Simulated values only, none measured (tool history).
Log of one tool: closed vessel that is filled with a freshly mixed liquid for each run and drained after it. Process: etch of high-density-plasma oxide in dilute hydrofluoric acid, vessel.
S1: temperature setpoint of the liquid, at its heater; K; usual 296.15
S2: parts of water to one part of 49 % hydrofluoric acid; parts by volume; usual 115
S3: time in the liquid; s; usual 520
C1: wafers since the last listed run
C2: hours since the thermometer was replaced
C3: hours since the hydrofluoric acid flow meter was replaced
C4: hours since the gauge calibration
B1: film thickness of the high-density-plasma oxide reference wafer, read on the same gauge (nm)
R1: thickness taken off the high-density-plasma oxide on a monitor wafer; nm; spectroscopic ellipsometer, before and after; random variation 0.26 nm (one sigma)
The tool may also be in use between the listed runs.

run 1 hour=0 | S1=296.15 S2=130 S3=520 | C1=0 C2=1818.7 C3=1386.4 C4=801.7 | B1=39.95 | R1=26.62
-- hour=71.5 gauge calibrated
run 2 hour=77.1 | S1=296.15 S2=130 S3=520 | C1=5522 C2=1895.8 C3=1463.5 C4=5.6 | B1=39.98 | R1=26.33
run 3 hour=164.1 | S1=296.15 S2=140 S3=520 | C1=6231 C2=1982.8 C3=1550.5 C4=92.6 | B1=40.02 | R1=24.69
run 4 hour=224.8 | S1=296.15 S2=140 S3=520 | C1=4347 C2=2043.5 C3=1611.2 C4=153.3 | B1=39.99 | R1=24.62
run 5 hour=269.5 | S1=296.15 S2=115 S3=520 | C1=3201 C2=2088.2 C3=1655.9 C4=198 | B1=39.99 | R1=30.96
run 6 hour=325.9 | S1=296.15 S2=115 S3=520 | C1=4039 C2=2144.6 C3=1712.3 C4=254.4 | B1=40 | R1=30.71
run 7 hour=508.9 | S1=296.15 S2=115 S3=520 | C1=13107 C2=2327.6 C3=1895.3 C4=437.4 | B1=40.02 | R1=30.64
-- hour=542.7 hydrofluoric acid flow meter replaced
run 8 hour=563 | S1=296.15 S2=115 S3=520 | C1=3803 C2=2381.7 C3=20.3 C4=491.5 | B1=39.99 | R1=30.49
run 9 hour=662.8 | S1=296.15 S2=135 S3=375 | C1=7148 C2=2481.5 C3=120.1 C4=591.3 | B1=40 | R1=18.48
run 10 hour=750.8 | S1=296.15 S2=115 S3=520 | C1=6303 C2=2569.5 C3=208.1 C4=679.3 | B1=39.96 | R1=30.43
run 11 hour=815.6 | S1=296.15 S2=115 S3=520 | C1=4641 C2=2634.3 C3=272.9 C4=744.1 | B1=40.03 | R1=30.46
run 12 hour=858.3 | S1=296.15 S2=115 S3=520 | C1=3058 C2=2677 C3=315.6 C4=786.8 | B1=40.03 | R1=30.75
run 13 hour=903.7 | S1=296.15 S2=85 S3=520 | C1=3251 C2=2722.4 C3=361 C4=832.2 | B1=40.03 | R1=43.4
run 14 hour=1008.5 | S1=296.15 S2=115 S3=245 | C1=7506 C2=2827.2 C3=465.8 C4=937 | B1=39.96 | R1=14.41
-- hour=1031.6 gauge calibrated
run 15 hour=1066.4 | S1=292.65 S2=55 S3=285 | C1=4147 C2=2885.1 C3=523.7 C4=34.8 | B1=40.02 | R1=32.53
-- hour=1122.3 thermometer replaced
run 16 hour=1126.5 | S1=292.65 S2=115 S3=520 | C1=4233 C2=4.2 C3=583.8 C4=94.9 | B1=40.02 | R1=26.31
run 17 hour=1166.5 | S1=293.65 S2=115 S3=610 | C1=2865 C2=44.2 C3=623.8 C4=134.9 | B1=39.98 | R1=32.14
run 18 hour=1246.9 | S1=296.15 S2=115 S3=745 | C1=5758 C2=124.6 C3=704.2 C4=215.3 | B1=40 | R1=43.12
run 19 hour=1289 | S1=292.65 S2=115 S3=520 | C1=3015 C2=166.7 C3=746.3 C4=257.4 | B1=39.96 | R1=26.68
run 20 hour=1342.8 | S1=296.15 S2=115 S3=605 | C1=3853 C2=220.5 C3=800.1 C4=311.2 | B1=39.98 | R1=35.59
run 21 hour=1428.9 | S1=293.15 S2=115 S3=520 | C1=6167 C2=306.6 C3=886.2 C4=397.3 | B1=40.03 | R1=27.03
run 22 hour=1502.1 | S1=296.15 S2=115 S3=520 | C1=5243 C2=379.8 C3=959.4 C4=470.5 | B1=40.01 | R1=31
run 23 hour=1541.5 | S1=293.15 S2=140 S3=750 | C1=2822 C2=419.2 C3=998.8 C4=509.9 | B1=40.01 | R1=31.5
run 24 hour=1597.8 | S1=296.15 S2=115 S3=520 | C1=4032 C2=475.5 C3=1055.1 C4=566.2 | B1=40.01 | R1=30.39

5 ways to go on from here, each from the tool as it stands after run 24. What would each give?
run A hour=1598.6 | S1=296.15 S2=115 S3=520 | C1=57 C2=476.3 C3=1055.9 C4=567 | B1=? | R1=?
run B hour=1598.6 | S1=292.15 S2=100 S3=765 | C1=57 C2=476.3 C3=1055.9 C4=567 | B1=? | R1=?
run C hour=1598.6 | S1=296.15 S2=115 S3=240 | C1=57 C2=476.3 C3=1055.9 C4=567 | B1=? | R1=?
run D hour=1598.6 | S1=293.65 S2=60 S3=390 | C1=57 C2=476.3 C3=1055.9 C4=567 | B1=? | R1=?
run E hour=1598.6 | S1=296.15 S2=115 S3=750 | C1=57 C2=476.3 C3=1055.9 C4=567 | B1=? | R1=?

run=A B1=39.98 R1=30.73
run=B B1=39.98 R1=44.97
run=C B1=39.98 R1=14.18
run=D B1=39.98 R1=42.58
run=E B1=39.98 R1=44.32
Without the tool's hidden state the same runs would have given:
run=A R1=30.73
run=B R1=44.97
run=C R1=14.18
run=D R1=42.58
run=E R1=44.32
